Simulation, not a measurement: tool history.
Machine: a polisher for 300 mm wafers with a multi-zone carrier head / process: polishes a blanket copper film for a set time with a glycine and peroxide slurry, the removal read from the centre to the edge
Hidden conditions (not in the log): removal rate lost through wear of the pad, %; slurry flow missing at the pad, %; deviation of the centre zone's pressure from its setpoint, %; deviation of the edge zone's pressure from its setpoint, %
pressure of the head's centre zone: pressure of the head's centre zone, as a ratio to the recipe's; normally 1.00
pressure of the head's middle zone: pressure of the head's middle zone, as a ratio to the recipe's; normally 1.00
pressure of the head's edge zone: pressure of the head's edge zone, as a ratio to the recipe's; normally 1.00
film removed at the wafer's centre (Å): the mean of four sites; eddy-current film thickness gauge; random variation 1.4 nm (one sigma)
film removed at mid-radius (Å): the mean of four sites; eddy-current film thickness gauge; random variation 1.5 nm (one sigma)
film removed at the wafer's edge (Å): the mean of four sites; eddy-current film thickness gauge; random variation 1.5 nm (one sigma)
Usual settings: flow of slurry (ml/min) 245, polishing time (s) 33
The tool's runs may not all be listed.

| run | hour | flow of slurry (ml/min) | pressure of the head's centre zone | pressure of the head's middle zone | pressure of the head's edge zone | polishing time (s) | wafers since the last listed run | wafers polished on this pad | hours since the slurry nozzle was cleaned | hours since the centre zone pressure was calibrated | hours since the edge zone pressure was calibrated | hours since the carrier head's membrane was replaced | incoming thickness of the incoming film, nm | film removed at the wafer's centre (Å) | film removed at mid-radius (Å) | film removed at the wafer's edge (Å) |
|---|---|---|---|---|---|---|---|---|---|---|---|---|---|---|---|---|
| 1 | 0.0 | 245 | 1.00 | 1.00 | 1.00 | 42 | 0 | 322 | 84.9 | 638.9 | 539.5 | 580.9 | 1694.4 | 1676 | 1936 | 1867 |
| 2 | 7.9 | 245 | 1.00 | 1.00 | 1.00 | 42 | 131 | 453 | 92.8 | 646.8 | 547.4 | 588.8 | 1670.9 | 1668 | 1970 | 1843 |
| 3 | 20.8 | 245 | 1.00 | 1.00 | 1.00 | 42 | 214 | 667 | 105.7 | 659.7 | 560.3 | 601.7 | 1703.3 | 1673 | 1954 | 1831 |
| 4 | 31.0 | 245 | 1.00 | 1.07 | 1.00 | 33 | 169 | 836 | 115.9 | 669.9 | 570.5 | 611.9 | 1667.2 | 1286 | 1640 | 1470 |
| 5 | 42.6 | 245 | 1.00 | 1.07 | 1.00 | 33 | 192 | 1029 | 127.5 | 681.5 | 582.1 | 623.5 | 1714.5 | 1291 | 1590 | 1459 |
|  | 59.9 | worn pad replaced by a new one |
| 6 | 60.4 | 245 | 1.00 | 1.00 | 1.00 | 33 | 229 | 8 | 145.3 | 699.3 | 599.9 | 641.3 | 1691.4 | 1307 | 1541 | 1469 |
| 7 | 71.7 | 245 | 1.00 | 1.00 | 1.00 | 33 | 187 | 196 | 156.6 | 710.6 | 611.2 | 652.6 | 1712.7 | 1290 | 1517 | 1451 |
| 8 | 83.9 | 245 | 1.00 | 1.00 | 1.00 | 33 | 202 | 398 | 168.8 | 722.8 | 623.4 | 664.8 | 1693.1 | 1250 | 1552 | 1464 |
| 9 | 90.0 | 245 | 1.00 | 1.00 | 1.00 | 33 | 101 | 499 | 174.9 | 728.9 | 629.5 | 670.9 | 1701.6 | 1282 | 1542 | 1482 |
|  | 99.0 | edge zone pressure recalibrated |
| 10 | 103.4 | 245 | 1.09 | 1.09 | 1.10 | 26 | 189 | 688 | 188.3 | 742.3 | 4.4 | 684.3 | 1664.3 | 1117 | 1292 | 1220 |
| 11 | 112.7 | 245 | 1.00 | 1.00 | 1.00 | 33 | 154 | 843 | 197.6 | 751.6 | 13.7 | 693.6 | 1699.8 | 1247 | 1504 | 1443 |
| 12 | 129.8 | 245 | 1.00 | 1.00 | 1.00 | 33 | 283 | 1126 | 214.7 | 768.7 | 30.8 | 710.7 | 1679.6 | 1255 | 1536 | 1466 |
|  | 136.8 | worn pad replaced by a new one |
|  | 145.0 | slurry nozzle cleaned |
| 13 | 150.3 | 245 | 1.00 | 1.00 | 1.00 | 33 | 257 | 206 | 5.3 | 789.2 | 51.3 | 731.2 | 1676.5 | 1235 | 1529 | 1460 |
| 14 | 160.2 | 200 | 1.00 | 0.94 | 1.00 | 33 | 164 | 371 | 15.2 | 799.1 | 61.2 | 741.1 | 1701.4 | 1223 | 1400 | 1438 |
|  | 168.4 | carrier head's membrane replaced by a new one |
| 15 | 178.1 | 245 | 1.00 | 1.00 | 1.00 | 33 | 214 | 585 | 33.1 | 817.0 | 79.1 | 9.7 | 1699.8 | 1211 | 1538 | 1445 |
| 16 | 186.5 | 245 | 1.00 | 1.11 | 1.11 | 27 | 139 | 724 | 41.5 | 825.4 | 87.5 | 18.1 | 1675.5 | 995 | 1378 | 1248 |
|  | 188.6 | centre zone pressure recalibrated |
| 17 | 199.8 | 245 | 0.96 | 1.00 | 1.00 | 29 | 187 | 912 | 54.8 | 11.2 | 100.8 | 31.4 | 1683.1 | 1209 | 1337 | 1282 |
| 18 | 212.7 | 245 | 1.00 | 1.00 | 1.00 | 33 | 214 | 1126 | 67.7 | 24.1 | 113.7 | 44.3 | 1697.5 | 1472 | 1530 | 1441 |
|  | 229.5 | worn pad replaced by a new one |
| 19 | 230.0 | 280 | 1.00 | 1.00 | 1.00 | 33 | 220 | 8 | 85.0 | 41.4 | 131.0 | 61.6 | 1690.2 | 1487 | 1548 | 1493 |
| 20 | 240.5 | 245 | 1.06 | 0.96 | 1.00 | 33 | 174 | 182 | 95.5 | 51.9 | 141.5 | 72.1 | 1672.0 | 1552 | 1451 | 1475 |

Estimate the outcome of run 21 from the log above:
| 21 | 250.9 | 245 | 1.00 | 1.09 | 1.00 | 33 | 172 | 355 | 105.9 | 62.3 | 151.9 | 82.5 | 1692.0 | ? | ? | ? |

{"run 21": {"film removed at the wafer's centre (Å)": 1437, "film removed at mid-radius (Å)": 1652, "film removed at the wafer's edge (Å)": 1471}}
Take away the tool's hidden state, keep the run-to-run variation as it was, and the same run would have given film removed at the wafer's centre (Å) 1448, film removed at mid-radius (Å) 1652, film removed at the wafer's edge (Å) 1471.
